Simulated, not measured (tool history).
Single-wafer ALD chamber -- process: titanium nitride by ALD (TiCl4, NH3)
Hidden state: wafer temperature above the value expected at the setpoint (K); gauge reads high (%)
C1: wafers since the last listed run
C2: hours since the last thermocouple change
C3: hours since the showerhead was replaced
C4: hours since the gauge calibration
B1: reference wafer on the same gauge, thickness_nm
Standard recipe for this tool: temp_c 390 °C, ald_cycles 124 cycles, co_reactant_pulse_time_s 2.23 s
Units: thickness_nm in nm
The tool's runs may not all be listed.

Run 1, hour 0: usual settings; C1 0; C2 1803.7; C3 6598.4; C4 473.2; B1 2.843. Result: thickness_nm 2.67 nm.
Run 2, hour 69.5: usual settings; C1 139; C2 1873.2; C3 6667.9; C4 542.7; B1 2.838. Result: thickness_nm 2.662 nm.
Run 3, hour 87.6: usual settings; C1 36; C2 1891.3; C3 6686; C4 560.8; B1 2.837. Result: thickness_nm 2.67 nm.
Run 4, hour 109: usual settings; C1 42; C2 1912.7; C3 6707.4; C4 582.2; B1 2.837. Result: thickness_nm 2.677 nm.
Run 5, hour 134.1: usual settings; C1 50; C2 1937.8; C3 6732.5; C4 607.3; B1 2.836. Result: thickness_nm 2.657 nm.
Run 6, hour 152.8: usual settings; C1 37; C2 1956.5; C3 6751.2; C4 626; B1 2.837. Result: thickness_nm 2.67 nm.
Run 7, hour 168.6: usual settings; C1 31; C2 1972.3; C3 6767; C4 641.8; B1 2.835. Result: thickness_nm 2.66 nm.
Run 8, hour 192.9: usual settings; C1 48; C2 1996.6; C3 6791.3; C4 666.1; B1 2.834. Result: thickness_nm 2.662 nm.
Run 9, hour 227.1: usual settings; C1 68; C2 2030.8; C3 6825.5; C4 700.3; B1 2.833. Result: thickness_nm 2.659 nm.
Run 10, hour 239.8: usual settings; C1 25; C2 2043.5; C3 6838.2; C4 713; B1 2.833. Result: thickness_nm 2.66 nm.
Run 11, hour 264: usual settings; C1 48; C2 2067.7; C3 6862.4; C4 737.2; B1 2.831. Result: thickness_nm 2.67 nm.
Run 12, hour 287.9: usual settings; C1 47; C2 2091.6; C3 6886.3; C4 761.1; B1 2.831. Result: thickness_nm 2.673 nm.
Run 13, hour 319.2: usual settings; C1 62; C2 2122.9; C3 6917.6; C4 792.4; B1 2.831. Result: thickness_nm 2.653 nm.
Run 14, hour 337.7: usual settings; C1 37; C2 2141.4; C3 6936.1; C4 810.9; B1 2.831. Result: thickness_nm 2.666 nm.
At hour 362.3: showerhead replaced.
Run 15, hour 373.5: usual settings; C1 55; C2 2177.2; C3 11.2; C4 846.7; B1 2.831. Result: thickness_nm 2.658 nm.
Run 16, hour 396.3: usual settings; C1 45; C2 2200; C3 34; C4 869.5; B1 2.831. Result: thickness_nm 2.662 nm.
Run 17, hour 409.4: usual settings; C1 26; C2 2213.1; C3 47.1; C4 882.6; B1 2.829. Result: thickness_nm 2.658 nm.
Run 18, hour 442.7: usual settings; C1 66; C2 2246.4; C3 80.4; C4 915.9; B1 2.828. Result: thickness_nm 2.659 nm.
Run 19, hour 475.4: usual settings but temp_c 380 °C, co_reactant_pulse_time_s 2.59 s; C1 65; C2 2279.1; C3 113.1; C4 948.6; B1 2.829. Result: thickness_nm 2.632 nm.
Run 20, hour 495.2: usual settings but co_reactant_pulse_time_s 1.46 s; C1 39; C2 2298.9; C3 132.9; C4 968.4; B1 2.828. Result: thickness_nm 2.615 nm.
Run 21, hour 529.6: usual settings but temp_c 397 °C, ald_cycles 102 cycles, co_reactant_pulse_time_s 1.73 s; C1 69; C2 2333.3; C3 167.3; C4 1002.8; B1 2.829. Result: thickness_nm 2.185 nm.

Predict the results of run 22:
At hour 612: thermocouple changed; heater temperature recalibrated.
Run 22, hour 612.5: usual settings but temp_c 383 °C, ald_cycles 143 cycles, co_reactant_pulse_time_s 2.68 s; C1 150; C2 0.5; C3 250.2; C4 1085.7; B1 ?. Result: thickness_nm ?.

Logged for run 22: B1 2.827, thickness_nm 3.08 nm.
Were there no unlogged condition in the tool, this run, its random variation unchanged, would have produced thickness_nm 3.149 nm.
